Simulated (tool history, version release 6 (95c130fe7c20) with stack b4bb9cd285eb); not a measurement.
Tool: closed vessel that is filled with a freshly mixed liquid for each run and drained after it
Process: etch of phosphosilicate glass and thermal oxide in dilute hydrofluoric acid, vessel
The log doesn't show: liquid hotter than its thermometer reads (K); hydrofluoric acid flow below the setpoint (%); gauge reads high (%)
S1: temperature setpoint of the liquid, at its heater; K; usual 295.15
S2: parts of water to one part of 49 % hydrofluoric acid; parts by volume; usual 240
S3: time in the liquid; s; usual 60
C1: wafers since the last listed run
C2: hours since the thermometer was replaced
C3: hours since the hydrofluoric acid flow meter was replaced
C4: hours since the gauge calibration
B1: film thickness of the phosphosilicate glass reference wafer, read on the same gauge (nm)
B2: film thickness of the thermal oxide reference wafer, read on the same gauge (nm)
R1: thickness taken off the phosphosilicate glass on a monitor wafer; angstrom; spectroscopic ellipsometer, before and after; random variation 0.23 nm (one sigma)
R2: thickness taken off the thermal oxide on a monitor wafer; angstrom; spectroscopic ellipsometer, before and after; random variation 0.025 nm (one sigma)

| run | hour | S1 | S2 | S3 | C1 | C2 | C3 | C4 | B1 | B2 | R1 | R2 |
|---|---|---|---|---|---|---|---|---|---|---|---|---|
| 1 | 0.0 | 295.15 | 240 | 60 | 0 | 448.0 | 1218.6 | 977.0 | 129.98 | 100.002 | 390.3 | 9.61 |
| 2 | 42.8 | 295.15 | 240 | 60 | 3977 | 490.8 | 1261.4 | 1019.8 | 130.01 | 100.000 | 387.7 | 9.36 |
| 3 | 82.6 | 298.15 | 240 | 60 | 3698 | 530.6 | 1301.2 | 1059.6 | 129.99 | 100.004 | 437.8 | 10.57 |
| 4 | 200.2 | 298.15 | 240 | 60 | 10927 | 648.2 | 1418.8 | 1177.2 | 130.01 | 99.989 | 440.2 | 11.00 |
| 5 | 245.9 | 298.15 | 240 | 60 | 4246 | 693.9 | 1464.5 | 1222.9 | 130.01 | 100.001 | 447.4 | 10.91 |
| 6 | 312.2 | 295.15 | 335 | 60 | 6160 | 760.2 | 1530.8 | 1289.2 | 129.99 | 99.995 | 259.7 | 6.44 |
| 7 | 345.9 | 295.15 | 335 | 60 | 3131 | 793.9 | 1564.5 | 1322.9 | 129.98 | 99.990 | 262.4 | 6.98 |
|  | 355.8 | thermometer replaced |
| 8 | 392.5 | 295.15 | 335 | 60 | 4237 | 36.7 | 1611.1 | 1369.5 | 130.01 | 100.001 | 240.6 | 6.26 |
| 9 | 421.9 | 295.15 | 315 | 60 | 2731 | 66.1 | 1640.5 | 1398.9 | 130.03 | 99.978 | 262.4 | 6.26 |
|  | 433.3 | gauge calibrated |
| 10 | 480.2 | 292.15 | 240 | 60 | 5417 | 124.4 | 1698.8 | 46.9 | 129.98 | 100.007 | 333.7 | 8.46 |
| 11 | 530.7 | 292.15 | 240 | 60 | 4692 | 174.9 | 1749.3 | 97.4 | 130.00 | 100.006 | 330.9 | 8.21 |
| 12 | 599.0 | 295.15 | 205 | 80 | 6346 | 243.2 | 1817.6 | 165.7 | 129.98 | 100.014 | 605.3 | 14.66 |
| 13 | 685.7 | 295.15 | 240 | 60 | 8056 | 329.9 | 1904.3 | 252.4 | 129.99 | 100.009 | 379.2 | 9.59 |
| 14 | 724.0 | 295.15 | 240 | 60 | 3558 | 368.2 | 1942.6 | 290.7 | 129.97 | 99.994 | 380.7 | 9.87 |
| 15 | 755.9 | 295.15 | 140 | 85 | 2964 | 400.1 | 1974.5 | 322.6 | 130.00 | 99.994 | 1044.4 | 26.21 |
| 16 | 783.0 | 295.15 | 295 | 60 | 2518 | 427.2 | 2001.6 | 349.7 | 130.02 | 99.997 | 295.5 | 7.11 |
| 17 | 850.3 | 298.15 | 140 | 60 | 6253 | 494.5 | 2068.9 | 417.0 | 129.99 | 99.997 | 827.7 | 20.14 |
| 18 | 903.7 | 295.15 | 240 | 60 | 4962 | 547.9 | 2122.3 | 470.4 | 130.02 | 99.981 | 386.3 | 9.67 |
| 19 | 1053.6 | 290.15 | 350 | 60 | 13929 | 697.8 | 2272.2 | 620.3 | 129.99 | 99.996 | 205.2 | 5.07 |
|  | 1113.7 | hydrofluoric acid flow meter replaced |
| 20 | 1122.8 | 295.15 | 335 | 60 | 6337 | 767.0 | 9.1 | 689.5 | 130.00 | 100.012 | 259.3 | 6.93 |
|  | 1189.8 | thermometer replaced |
| 21 | 1194.7 | 296.65 | 240 | 60 | 6588 | 4.9 | 81.0 | 761.4 | 130.04 | 100.007 | 388.5 | 9.62 |
| 22 | 1263.1 | 292.65 | 175 | 30 | 6355 | 73.3 | 149.4 | 829.8 | 129.97 | 99.991 | 247.3 | 6.43 |
| 23 | 1289.5 | 295.15 | 240 | 85 | 2453 | 99.7 | 175.8 | 856.2 | 129.97 | 99.989 | 536.3 | 13.23 |
| 24 | 1505.2 | 293.65 | 185 | 30 | 20043 | 315.4 | 391.5 | 1071.9 | 130.02 | 100.006 | 249.7 | 6.24 |
| 25 | 1558.0 | 290.15 | 360 | 40 | 4906 | 368.2 | 444.3 | 1124.7 | 129.97 | 100.003 | 126.7 | 3.18 |

The same runs without the tool's hidden state, with the same run-to-run variation:
| run | R1 | R2 |
|---|---|---|
| 1 | 368.4 | 9.07 |
| 2 | 364.4 | 8.80 |
| 3 | 410.8 | 9.92 |
| 4 | 408.1 | 10.20 |
| 5 | 413.0 | 10.07 |
| 6 | 238.5 | 5.91 |
| 7 | 240.2 | 6.39 |
| 8 | 239.2 | 6.22 |
| 9 | 260.1 | 6.21 |
| 10 | 328.4 | 8.32 |
| 11 | 323.9 | 8.03 |
| 12 | 588.3 | 14.25 |
| 13 | 365.4 | 9.24 |
| 14 | 365.4 | 9.48 |
| 15 | 996.2 | 25.01 |
| 16 | 282.3 | 6.79 |
| 17 | 782.6 | 19.05 |
| 18 | 364.0 | 9.11 |
| 19 | 190.3 | 4.70 |
| 20 | 239.9 | 6.41 |
| 21 | 383.5 | 9.49 |
| 22 | 242.0 | 6.29 |
| 23 | 524.0 | 12.93 |
| 24 | 237.9 | 5.94 |
| 25 | 120.4 | 3.02 |

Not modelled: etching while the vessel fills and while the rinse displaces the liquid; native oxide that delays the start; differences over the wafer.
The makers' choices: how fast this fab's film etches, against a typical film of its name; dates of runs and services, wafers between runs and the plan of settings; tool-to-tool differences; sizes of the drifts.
